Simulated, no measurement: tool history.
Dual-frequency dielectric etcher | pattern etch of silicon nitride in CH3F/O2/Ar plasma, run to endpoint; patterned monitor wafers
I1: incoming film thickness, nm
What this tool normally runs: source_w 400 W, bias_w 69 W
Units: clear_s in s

{"run": 1, "hour": 0.0, "source_w": 400, "bias_w": 76, "I1": 17.87, "clear_s": 23.6}
{"run": 2, "hour": 51.6, "source_w": 400, "bias_w": 76, "I1": 17.85, "clear_s": 23.2}
{"run": 3, "hour": 97.6, "source_w": 400, "bias_w": 69, "I1": 17.85, "clear_s": 24.1}
{"run": 4, "hour": 150.2, "source_w": 400, "bias_w": 75, "I1": 18.04, "clear_s": 23.5}
{"run": 5, "hour": 203.0, "source_w": 400, "bias_w": 75, "I1": 17.82, "clear_s": 23.3}
{"run": 6, "hour": 255.9, "source_w": 400, "bias_w": 69, "I1": 18, "clear_s": 24.1}
{"run": 7, "hour": 301.4, "source_w": 400, "bias_w": 69, "I1": 17.75, "clear_s": 23.6}
{"run": 8, "hour": 378.9, "source_w": 400, "bias_w": 69, "I1": 17.92, "clear_s": 24}
{"hour": 437.3, "done": "wet clean of the chamber"}
{"run": 9, "hour": 437.8, "source_w": 460, "bias_w": 73, "I1": 18.04, "clear_s": 23.3}
{"run": 10, "hour": 481.6, "source_w": 400, "bias_w": 69, "I1": 17.98, "clear_s": 25.3}
{"run": 11, "hour": 580.6, "source_w": 400, "bias_w": 69, "I1": 17.94, "clear_s": 24.9}
{"run": 12, "hour": 672.7, "source_w": 480, "bias_w": 69, "I1": 17.94, "clear_s": 23.3}
{"run": 13, "hour": 772.2, "source_w": 430, "bias_w": 80, "I1": 17.83, "clear_s": 22.8}
{"hour": 795.5, "done": "bias power generator calibrated"}
{"run": 14, "hour": 874.6, "source_w": 330, "bias_w": 63, "I1": 17.9, "clear_s": 27.4}
{"run": 15, "hour": 976.0, "source_w": 460, "bias_w": 69, "I1": 17.87, "clear_s": 22.7}
{"run": 16, "hour": 1041.8, "source_w": 480, "bias_w": 55, "I1": 17.68, "clear_s": 23.6}
{"run": 17, "hour": 1119.1, "source_w": 360, "bias_w": 69, "I1": 17.96, "clear_s": 25.2}
{"run": 18, "hour": 1206.0, "source_w": 340, "bias_w": 59, "I1": 17.76, "clear_s": 26.4}
{"hour": 1256.3, "done": "upper electrode replaced"}
{"run": 19, "hour": 1269.9, "source_w": 340, "bias_w": 74, "I1": 17.83, "clear_s": 25.2}
{"hour": 1301.0, "done": "wet clean of the chamber"}
{"run": 20, "hour": 1340.7, "source_w": 400, "bias_w": 69, "I1": 18.09, "clear_s": 25.6}
{"run": 21, "hour": 1429.9, "source_w": 400, "bias_w": 60, "I1": 18.01, "clear_s": 26.4}
{"run": 22, "hour": 1488.1, "source_w": 400, "bias_w": 69, "I1": 17.69, "clear_s": 24.6}
{"run": 23, "hour": 1578.4, "source_w": 300, "bias_w": 69, "I1": 17.91, "clear_s": 28.1}
{"hour": 1753.7, "done": "source power generator calibrated"}
{"run": 24, "hour": 1802.8, "source_w": 400, "bias_w": 69, "I1": 17.62, "clear_s": 23.9}
{"run": 25, "hour": 1862.8, "source_w": 400, "bias_w": 69, "I1": 17.91, "clear_s": 24.3}
{"run": 26, "hour": 1953.1, "source_w": 400, "bias_w": 74, "I1": 17.96, "clear_s": 23.9}
{"run": 27, "hour": 2048.2, "source_w": 400, "bias_w": 69, "I1": 17.93, "clear_s": 24}
{"hour": 2160.3, "done": "wet clean of the chamber"}
{"run": 28, "hour": 2160.8, "source_w": 320, "bias_w": 60, "I1": 18.04, "clear_s": 29.4}
{"run": 29, "hour": 2336.2, "source_w": 400, "bias_w": 69, "I1": 18.03, "clear_s": 25.5}
{"run": 30, "hour": 2391.8, "source_w": 460, "bias_w": 75, "I1": 18.07, "clear_s": 23.1}
{"hour": 2634.5, "done": "bias power generator calibrated"}
{"run": 31, "hour": 2709.5, "source_w": 450, "bias_w": 80, "I1": 17.9, "clear_s": 21.9}
{"run": 32, "hour": 2755.7, "source_w": 450, "bias_w": 63, "I1": 18.1, "clear_s": 23.7}
{"run": 33, "hour": 2850.2, "source_w": 430, "bias_w": 57, "I1": 17.93, "clear_s": 24.8}
{"run": 34, "hour": 2893.1, "source_w": 400, "bias_w": 69, "I1": 17.75, "clear_s": 23.9}

Consider 5 possible next runs. They are alternatives, not a sequence: every one starts from the tool as it was left by run 34. What does each give?
{"run": "A", "hour": 2893.5, "source_w": 400, "bias_w": 69, "I1": 17.89, "clear_s": "?"}
{"run": "B", "hour": 2893.5, "source_w": 470, "bias_w": 69, "I1": 17.89, "clear_s": "?"}
{"run": "C", "hour": 2893.5, "source_w": 350, "bias_w": 55, "I1": 17.89, "clear_s": "?"}
{"run": "D", "hour": 2893.5, "source_w": 500, "bias_w": 64, "I1": 17.89, "clear_s": "?"}
{"run": "E", "hour": 2893.5, "source_w": 330, "bias_w": 54, "I1": 17.89, "clear_s": "?"}

run=A clear_s=24.4
run=B clear_s=22.8
run=C clear_s=27.6
run=D clear_s=22.7
run=E clear_s=28.4
What these runs would have given with no unlogged condition in the tool:
run=A clear_s=25.5
run=B clear_s=23.8
run=C clear_s=28.8
run=D clear_s=23.7
run=E clear_s=29.7
